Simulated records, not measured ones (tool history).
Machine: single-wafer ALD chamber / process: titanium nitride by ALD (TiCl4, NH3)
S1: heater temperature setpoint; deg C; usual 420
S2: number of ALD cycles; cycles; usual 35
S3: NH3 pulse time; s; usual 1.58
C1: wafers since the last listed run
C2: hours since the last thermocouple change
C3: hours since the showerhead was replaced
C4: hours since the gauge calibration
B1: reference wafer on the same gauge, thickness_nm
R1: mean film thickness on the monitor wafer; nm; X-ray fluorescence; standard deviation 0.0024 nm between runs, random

Run 1, hour 0: usual settings but S1 429 deg C, S2 30 cycles; C1 0; C2 605.2; C3 4832.5; C4 136.4; B1 0.684. Result: R1 0.631 nm.
Run 2, hour 16.5: usual settings but S1 429 deg C, S2 30 cycles; C1 117; C2 621.7; C3 4849; C4 152.9; B1 0.683. Result: R1 0.633 nm.
Run 3, hour 48.7: usual settings but S2 38 cycles; C1 230; C2 653.9; C3 4881.2; C4 185.1; B1 0.682. Result: R1 0.798 nm.
Run 4, hour 67: usual settings but S2 38 cycles; C1 130; C2 672.2; C3 4899.5; C4 203.4; B1 0.682. Result: R1 0.797 nm.
Run 5, hour 85.7: usual settings; C1 133; C2 690.9; C3 4918.2; C4 222.1; B1 0.68. Result: R1 0.735 nm.
Run 6, hour 112.4: usual settings; C1 190; C2 717.6; C3 4944.9; C4 248.8; B1 0.679. Result: R1 0.729 nm.
At hour 119.9: gauge calibrated.
At hour 125: showerhead replaced.
Run 7, hour 125.5: usual settings; C1 36; C2 730.7; C3 0.5; C4 5.6; B1 0.685. Result: R1 0.735 nm.
Run 8, hour 141.2: usual settings but S1 408 deg C, S2 31 cycles, S3 1.92 s; C1 112; C2 746.4; C3 16.2; C4 21.3; B1 0.684. Result: R1 0.652 nm.
Run 9, hour 168.4: usual settings; C1 194; C2 773.6; C3 43.4; C4 48.5; B1 0.685. Result: R1 0.734 nm.
Run 10, hour 187.6: usual settings but S1 424 deg C, S2 33 cycles, S3 1.34 s; C1 137; C2 792.8; C3 62.6; C4 67.7; B1 0.685. Result: R1 0.689 nm.
At hour 204.3: thermocouple changed; heater temperature recalibrated.
Run 11, hour 219.5: usual settings but S2 33 cycles, S3 1.23 s; C1 170; C2 15.2; C3 94.5; C4 99.6; B1 0.683. Result: R1 0.688 nm.
Run 12, hour 239.6: usual settings but S1 415 deg C, S2 30 cycles, S3 1.26 s; C1 143; C2 35.3; C3 114.6; C4 119.7; B1 0.684. Result: R1 0.621 nm.
Run 13, hour 263.6: usual settings but S1 425 deg C, S2 40 cycles, S3 1.35 s; C1 171; C2 59.3; C3 138.6; C4 143.7; B1 0.683. Result: R1 0.837 nm.
Run 14, hour 297: usual settings; C1 238; C2 92.7; C3 172; C4 177.1; B1 0.682. Result: R1 0.736 nm.

What if the next run were any one of these 4? Each begins from the tool's condition after run 14:
Run A, hour 297.5: usual settings; C1 3; C2 93.2; C3 172.5; C4 177.6; B1 ?. Result: R1 ?.
Run B, hour 297.5: usual settings but S1 433 deg C, S2 40 cycles, S3 1.05 s; C1 3; C2 93.2; C3 172.5; C4 177.6; B1 ?. Result: R1 ?.
Run C, hour 297.5: usual settings but S1 433 deg C, S2 30 cycles, S3 1.3 s; C1 3; C2 93.2; C3 172.5; C4 177.6; B1 ?. Result: R1 ?.
Run D, hour 297.5: usual settings but S1 427 deg C, S3 1.4 s; C1 3; C2 93.2; C3 172.5; C4 177.6; B1 ?. Result: R1 ?.

run     B1     R1
  A  0.682  0.736
  B  0.682  0.833
  C  0.682  0.629
  D  0.682  0.735
Without the tool's unlogged condition, the same runs would have read:
run     R1
  A  0.738
  B  0.836
  C  0.631
  D  0.738
